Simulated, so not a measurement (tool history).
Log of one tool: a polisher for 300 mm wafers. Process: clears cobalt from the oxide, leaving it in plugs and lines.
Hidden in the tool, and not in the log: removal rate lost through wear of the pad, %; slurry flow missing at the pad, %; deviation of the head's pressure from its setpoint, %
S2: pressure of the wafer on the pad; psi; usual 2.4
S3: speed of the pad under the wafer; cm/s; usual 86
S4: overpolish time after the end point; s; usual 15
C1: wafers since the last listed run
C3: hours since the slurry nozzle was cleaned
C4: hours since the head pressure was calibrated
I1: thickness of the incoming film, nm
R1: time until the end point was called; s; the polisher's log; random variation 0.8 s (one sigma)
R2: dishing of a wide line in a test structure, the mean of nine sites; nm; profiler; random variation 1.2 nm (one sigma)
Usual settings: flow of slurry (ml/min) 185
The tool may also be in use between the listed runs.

{"run": 1, "hour": 0.0, "flow of slurry (ml/min)": 225, "S2": 2.4, "S3": 86, "S4": 15, "C1": 0, "wafers polished on this pad": 673, "C3": 459.5, "C4": 148.3, "I1": 340.6, "R1": 56.5, "R2": 52.9}
{"run": 2, "hour": 43.9, "flow of slurry (ml/min)": 225, "S2": 2.4, "S3": 86, "S4": 15, "C1": 651, "wafers polished on this pad": 1324, "C3": 503.4, "C4": 192.2, "I1": 337.6, "R1": 55.8, "R2": 52.1}
{"hour": 109.2, "done": "slurry nozzle cleaned"}
{"hour": 124.4, "done": "worn pad replaced by a new one"}
{"run": 3, "hour": 124.9, "flow of slurry (ml/min)": 185, "S2": 2.4, "S3": 86, "S4": 15, "C1": 1128, "wafers polished on this pad": 7, "C3": 15.7, "C4": 273.2, "I1": 344.2, "R1": 57.4, "R2": 51.0}
{"run": 4, "hour": 164.6, "flow of slurry (ml/min)": 185, "S2": 2.4, "S3": 86, "S4": 10, "C1": 589, "wafers polished on this pad": 597, "C3": 55.4, "C4": 312.9, "I1": 341.7, "R1": 55.4, "R2": 42.1}
{"run": 5, "hour": 210.5, "flow of slurry (ml/min)": 185, "S2": 2.4, "S3": 86, "S4": 10, "C1": 681, "wafers polished on this pad": 1278, "C3": 101.3, "C4": 358.8, "I1": 344.9, "R1": 55.9, "R2": 42.3}
{"run": 6, "hour": 238.2, "flow of slurry (ml/min)": 185, "S2": 2.4, "S3": 86, "S4": 15, "C1": 411, "wafers polished on this pad": 1689, "C3": 129.0, "C4": 386.5, "I1": 340.3, "R1": 55.5, "R2": 54.6}
{"run": 7, "hour": 290.4, "flow of slurry (ml/min)": 185, "S2": 2.4, "S3": 86, "S4": 15, "C1": 774, "wafers polished on this pad": 2464, "C3": 181.2, "C4": 438.7, "I1": 345.6, "R1": 56.5, "R2": 54.3}
{"hour": 316.9, "done": "worn pad replaced by a new one"}
{"run": 8, "hour": 317.7, "flow of slurry (ml/min)": 185, "S2": 2.4, "S3": 106, "S4": 8, "C1": 345, "wafers polished on this pad": 12, "C3": 208.5, "C4": 466.0, "I1": 345.1, "R1": 43.8, "R2": 42.1}
{"hour": 338.5, "done": "head pressure recalibrated"}
{"run": 9, "hour": 355.9, "flow of slurry (ml/min)": 185, "S2": 2.4, "S3": 106, "S4": 8, "C1": 537, "wafers polished on this pad": 549, "C3": 246.7, "C4": 17.4, "I1": 334.7, "R1": 49.1, "R2": 38.9}
{"run": 10, "hour": 386.8, "flow of slurry (ml/min)": 185, "S2": 2.4, "S3": 86, "S4": 15, "C1": 458, "wafers polished on this pad": 1008, "C3": 277.6, "C4": 48.3, "I1": 341.1, "R1": 58.9, "R2": 52.0}
{"run": 11, "hour": 431.8, "flow of slurry (ml/min)": 185, "S2": 2.4, "S3": 60, "S4": 10, "C1": 667, "wafers polished on this pad": 1675, "C3": 322.6, "C4": 93.3, "I1": 341.2, "R1": 84.2, "R2": 29.9}
{"hour": 498.7, "done": "worn pad replaced by a new one"}
{"run": 12, "hour": 499.2, "flow of slurry (ml/min)": 155, "S2": 2.0, "S3": 110, "S4": 8, "C1": 941, "wafers polished on this pad": 7, "C3": 390.0, "C4": 160.7, "I1": 336.6, "R1": 53.6, "R2": 36.9}
{"run": 13, "hour": 549.8, "flow of slurry (ml/min)": 155, "S2": 2.0, "S3": 110, "S4": 8, "C1": 751, "wafers polished on this pad": 758, "C3": 440.6, "C4": 211.3, "I1": 343.0, "R1": 54.2, "R2": 37.0}
{"hour": 590.2, "done": "slurry nozzle cleaned"}
{"run": 14, "hour": 590.7, "flow of slurry (ml/min)": 240, "S2": 1.7, "S3": 104, "S4": 15, "C1": 592, "wafers polished on this pad": 1350, "C3": 0.5, "C4": 252.2, "I1": 344.8, "R1": 60.2, "R2": 52.2}
{"run": 15, "hour": 617.5, "flow of slurry (ml/min)": 185, "S2": 2.4, "S3": 106, "S4": 8, "C1": 397, "wafers polished on this pad": 1748, "C3": 27.3, "C4": 279.0, "I1": 337.8, "R1": 46.2, "R2": 40.0}
{"hour": 664.5, "done": "worn pad replaced by a new one"}
{"run": 16, "hour": 680.6, "flow of slurry (ml/min)": 185, "S2": 2.8, "S3": 70, "S4": 15, "C1": 877, "wafers polished on this pad": 238, "C3": 90.4, "C4": 342.1, "I1": 343.7, "R1": 62.0, "R2": 50.7}
{"run": 17, "hour": 733.8, "flow of slurry (ml/min)": 225, "S2": 2.4, "S3": 86, "S4": 22, "C1": 789, "wafers polished on this pad": 1027, "C3": 143.6, "C4": 395.3, "I1": 341.1, "R1": 53.3, "R2": 62.1}
{"run": 18, "hour": 772.4, "flow of slurry (ml/min)": 185, "S2": 2.4, "S3": 86, "S4": 22, "C1": 572, "wafers polished on this pad": 1600, "C3": 182.2, "C4": 433.9, "I1": 340.1, "R1": 55.7, "R2": 65.1}
{"run": 19, "hour": 808.8, "flow of slurry (ml/min)": 185, "S2": 2.4, "S3": 86, "S4": 7, "C1": 540, "wafers polished on this pad": 2141, "C3": 218.6, "C4": 470.3, "I1": 342.1, "R1": 56.4, "R2": 33.0}
{"hour": 814.8, "done": "worn pad replaced by a new one"}
{"hour": 833.9, "done": "head pressure recalibrated"}
{"run": 20, "hour": 849.9, "flow of slurry (ml/min)": 185, "S2": 3.1, "S3": 112, "S4": 8, "C1": 520, "wafers polished on this pad": 491, "C3": 259.7, "C4": 16.0, "I1": 337.6, "R1": 36.5, "R2": 47.0}

4 ways to go on from here, each from the tool as it stands after run 20. What would each give?
{"run": "A", "hour": 850.3, "flow of slurry (ml/min)": 185, "S2": 2.4, "S3": 68, "S4": 15, "C1": 5, "wafers polished on this pad": 497, "C3": 260.1, "C4": 16.4, "I1": 343.4, "R1": "?", "R2": "?"}
{"run": "B", "hour": 850.3, "flow of slurry (ml/min)": 210, "S2": 2.4, "S3": 86, "S4": 15, "C1": 5, "wafers polished on this pad": 497, "C3": 260.1, "C4": 16.4, "I1": 343.4, "R1": "?", "R2": "?"}
{"run": "C", "hour": 850.3, "flow of slurry (ml/min)": 145, "S2": 2.4, "S3": 86, "S4": 15, "C1": 5, "wafers polished on this pad": 497, "C3": 260.1, "C4": 16.4, "I1": 343.4, "R1": "?", "R2": "?"}
{"run": "D", "hour": 850.3, "flow of slurry (ml/min)": 155, "S2": 2.4, "S3": 86, "S4": 15, "C1": 5, "wafers polished on this pad": 497, "C3": 260.1, "C4": 16.4, "I1": 343.4, "R1": "?", "R2": "?"}

run=A R1=77.2 R2=45.9
run=B R1=60.0 R2=53.2
run=C R1=63.9 R2=51.4
run=D R1=63.1 R2=51.8
Without the tool's hidden state the same runs would have given:
run=A R1=77.3 R2=45.9
run=B R1=60.1 R2=53.1
run=C R1=64.0 R2=51.3
run=D R1=63.2 R2=51.7

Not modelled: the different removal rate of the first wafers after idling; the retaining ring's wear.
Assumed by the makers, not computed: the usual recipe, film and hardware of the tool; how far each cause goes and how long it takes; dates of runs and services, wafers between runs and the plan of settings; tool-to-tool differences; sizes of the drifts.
